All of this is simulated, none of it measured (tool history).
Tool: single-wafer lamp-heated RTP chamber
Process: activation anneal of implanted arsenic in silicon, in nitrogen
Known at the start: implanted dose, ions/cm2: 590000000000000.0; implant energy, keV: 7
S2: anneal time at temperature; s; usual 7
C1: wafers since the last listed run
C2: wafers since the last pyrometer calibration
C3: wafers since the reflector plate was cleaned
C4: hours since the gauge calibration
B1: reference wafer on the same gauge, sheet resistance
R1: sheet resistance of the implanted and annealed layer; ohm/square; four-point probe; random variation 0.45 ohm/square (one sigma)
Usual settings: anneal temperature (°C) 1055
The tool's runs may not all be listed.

{"run": 1, "hour": 0.0, "anneal temperature (°C)": 1055, "S2": 10, "C1": 0, "C2": 1985, "C3": 7882, "C4": 482.7, "B1": 199.04, "R1": 181.67}
{"run": 2, "hour": 6.9, "anneal temperature (°C)": 1055, "S2": 6, "C1": 91, "C2": 2076, "C3": 7974, "C4": 489.6, "B1": 199.16, "R1": 190.8}
{"run": 3, "hour": 13.0, "anneal temperature (°C)": 1055, "S2": 6, "C1": 81, "C2": 2158, "C3": 8055, "C4": 495.7, "B1": 198.97, "R1": 190.81}
{"run": 4, "hour": 22.8, "anneal temperature (°C)": 1055, "S2": 7, "C1": 130, "C2": 2288, "C3": 8185, "C4": 505.5, "B1": 198.95, "R1": 186.7}
{"run": 5, "hour": 38.1, "anneal temperature (°C)": 1055, "S2": 7, "C1": 203, "C2": 2492, "C3": 8389, "C4": 520.8, "B1": 199.06, "R1": 187.3}
{"run": 6, "hour": 50.3, "anneal temperature (°C)": 1055, "S2": 7, "C1": 162, "C2": 2654, "C3": 8551, "C4": 533.0, "B1": 198.92, "R1": 187.67}
{"run": 7, "hour": 61.0, "anneal temperature (°C)": 1067, "S2": 7, "C1": 142, "C2": 2797, "C3": 8694, "C4": 543.7, "B1": 198.98, "R1": 183.14}
{"run": 8, "hour": 69.5, "anneal temperature (°C)": 1055, "S2": 7, "C1": 113, "C2": 2910, "C3": 8807, "C4": 552.2, "B1": 199.08, "R1": 187.55}
{"hour": 69.7, "done": "gauge calibrated"}
{"run": 9, "hour": 79.8, "anneal temperature (°C)": 1055, "S2": 7, "C1": 137, "C2": 3047, "C3": 8944, "C4": 10.1, "B1": 198.99, "R1": 187.53}
{"run": 10, "hour": 96.7, "anneal temperature (°C)": 1069, "S2": 7, "C1": 224, "C2": 3272, "C3": 9169, "C4": 27.0, "B1": 199.13, "R1": 181.64}
{"run": 11, "hour": 108.4, "anneal temperature (°C)": 1055, "S2": 9, "C1": 155, "C2": 3428, "C3": 9325, "C4": 38.7, "B1": 198.97, "R1": 182.13}
{"run": 12, "hour": 115.4, "anneal temperature (°C)": 1076, "S2": 5, "C1": 93, "C2": 3521, "C3": 9418, "C4": 45.7, "B1": 199.06, "R1": 184.24}
{"hour": 143.1, "done": "reflector plate cleaned"}
{"run": 13, "hour": 160.0, "anneal temperature (°C)": 1035, "S2": 5, "C1": 487, "C2": 4008, "C3": 224, "C4": 90.3, "B1": 198.88, "R1": 203.29}
{"run": 14, "hour": 168.5, "anneal temperature (°C)": 1043, "S2": 10, "C1": 113, "C2": 4121, "C3": 337, "C4": 98.8, "B1": 199.02, "R1": 188.1}
{"run": 15, "hour": 182.0, "anneal temperature (°C)": 1055, "S2": 7, "C1": 179, "C2": 4301, "C3": 517, "C4": 112.3, "B1": 199.1, "R1": 189.34}
{"run": 16, "hour": 199.2, "anneal temperature (°C)": 1063, "S2": 10, "C1": 228, "C2": 4530, "C3": 746, "C4": 129.5, "B1": 199.18, "R1": 180.1}
{"hour": 213.3, "done": "pyrometer window cleaned and pyrometer calibrated"}
{"run": 17, "hour": 213.8, "anneal temperature (°C)": 1065, "S2": 6, "C1": 87, "C2": 7, "C3": 833, "C4": 144.1, "B1": 199.0, "R1": 191.02}
{"run": 18, "hour": 223.7, "anneal temperature (°C)": 1044, "S2": 7, "C1": 131, "C2": 139, "C3": 965, "C4": 154.0, "B1": 198.88, "R1": 196.94}
{"run": 19, "hour": 239.4, "anneal temperature (°C)": 1069, "S2": 10, "C1": 208, "C2": 347, "C3": 1174, "C4": 169.7, "B1": 199.01, "R1": 180.45}
{"run": 20, "hour": 247.8, "anneal temperature (°C)": 1042, "S2": 7, "C1": 111, "C2": 459, "C3": 1286, "C4": 178.1, "B1": 198.98, "R1": 197.6}
{"run": 21, "hour": 265.3, "anneal temperature (°C)": 1055, "S2": 3, "C1": 232, "C2": 692, "C3": 1519, "C4": 195.6, "B1": 199.07, "R1": 206.94}
{"run": 22, "hour": 279.0, "anneal temperature (°C)": 1068, "S2": 7, "C1": 182, "C2": 875, "C3": 1701, "C4": 209.3, "B1": 198.95, "R1": 186.16}
{"run": 23, "hour": 293.1, "anneal temperature (°C)": 1030, "S2": 7, "C1": 187, "C2": 1062, "C3": 1889, "C4": 223.4, "B1": 198.86, "R1": 201.52}
{"run": 24, "hour": 313.5, "anneal temperature (°C)": 1037, "S2": 4, "C1": 271, "C2": 1334, "C3": 2161, "C4": 243.8, "B1": 198.99, "R1": 207.44}

Forecast run 25:
{"run": 25, "hour": 323.5, "anneal temperature (°C)": 1055, "S2": 7, "C1": 133, "C2": 1467, "C3": 2294, "C4": 253.8, "B1": "?", "R1": "?"}

Run 25 gave B1 198.99, R1 190.74 ohm/square.
Without the tool's hidden state the same run would have given R1 193.69 ohm/square.
